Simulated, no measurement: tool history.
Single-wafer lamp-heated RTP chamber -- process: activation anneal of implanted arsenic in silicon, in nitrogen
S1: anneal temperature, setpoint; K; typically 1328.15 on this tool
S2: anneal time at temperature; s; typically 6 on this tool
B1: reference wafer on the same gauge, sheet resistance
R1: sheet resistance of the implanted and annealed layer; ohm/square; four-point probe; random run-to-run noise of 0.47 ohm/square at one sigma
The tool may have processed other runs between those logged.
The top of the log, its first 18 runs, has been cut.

Run 19, day 35.350: usual settings but S1 1310.15 K; B1 296.02. Result: R1 311.80 ohm/square.
At day 38.538: pyrometer window cleaned and pyrometer calibrated.
Run 20, day 38.558: usual settings; B1 296.00. Result: R1 311.61 ohm/square.
Run 21, day 40.138: usual settings; B1 295.92. Result: R1 311.40 ohm/square.
Run 22, day 42.450: usual settings but S1 1317.15 K, S2 3 s; B1 296.07. Result: R1 316.68 ohm/square.
At day 47.779: reflector plate cleaned.
Run 23, day 48.758: usual settings but S2 5 s; B1 295.97. Result: R1 312.82 ohm/square.
At day 49.717: gauge calibrated.
Run 24, day 51.154: usual settings but S1 1341.15 K, S2 4 s; B1 295.98. Result: R1 311.38 ohm/square.
Run 25, day 52.829: usual settings but S1 1343.15 K, S2 7 s; B1 296.01. Result: R1 307.56 ohm/square.
Run 26, day 54.375: usual settings; B1 295.95. Result: R1 309.53 ohm/square.
Run 27, day 56.829: usual settings but S1 1311.15 K, S2 9 s; B1 296.07. Result: R1 309.55 ohm/square.
Run 28, day 58.892: usual settings but S1 1338.15 K, S2 9 s; B1 295.97. Result: R1 304.12 ohm/square.
At day 60.321: pyrometer window cleaned and pyrometer calibrated.
Run 29, day 60.342: usual settings but S2 9 s; B1 296.05. Result: R1 307.96 ohm/square.
At day 67.633: reflector plate cleaned.
Run 30, day 68.871: usual settings but S1 1341.15 K; B1 296.02. Result: R1 308.83 ohm/square.
Run 31, day 70.379: usual settings but S1 1355.15 K, S2 4 s; B1 296.08. Result: R1 308.89 ohm/square.
Run 32, day 71.596: usual settings but S1 1350.15 K; B1 296.01. Result: R1 306.17 ohm/square.
Run 33, day 74.079: usual settings but S1 1342.15 K; B1 296.02. Result: R1 309.17 ohm/square.
Run 34, day 75.679: usual settings but S1 1342.15 K, S2 9 s; B1 296.00. Result: R1 304.29 ohm/square.
Run 35, day 77.450: usual settings; B1 296.02. Result: R1 309.59 ohm/square.
Run 36, day 80.362: usual settings but S1 1351.15 K, S2 5 s; B1 295.95. Result: R1 307.96 ohm/square.
Run 37, day 81.892: usual settings but S1 1318.15 K, S2 3 s; B1 295.99. Result: R1 314.60 ohm/square.

Here are 4 independent what-if runs from the current tool condition. What would each one return?
Run A, day 81.908: usual settings; B1 ?. Result: R1 ?.
Run B, day 81.908: usual settings but S1 1316.15 K, S2 9 s; B1 ?. Result: R1 ?.
Run C, day 81.908: usual settings but S1 1317.15 K; B1 ?. Result: R1 ?.
Run D, day 81.908: usual settings but S1 1298.15 K; B1 ?. Result: R1 ?.

run      B1      R1
  A  296.00  309.89
  B  296.00  308.87
  C  296.00  311.48
  D  296.00  313.87
The same runs, with their run-to-run variation unchanged, on a tool lacking any hidden condition would have given:
run      R1
  A  311.60
  B  310.71
  C  313.02
  D  315.20

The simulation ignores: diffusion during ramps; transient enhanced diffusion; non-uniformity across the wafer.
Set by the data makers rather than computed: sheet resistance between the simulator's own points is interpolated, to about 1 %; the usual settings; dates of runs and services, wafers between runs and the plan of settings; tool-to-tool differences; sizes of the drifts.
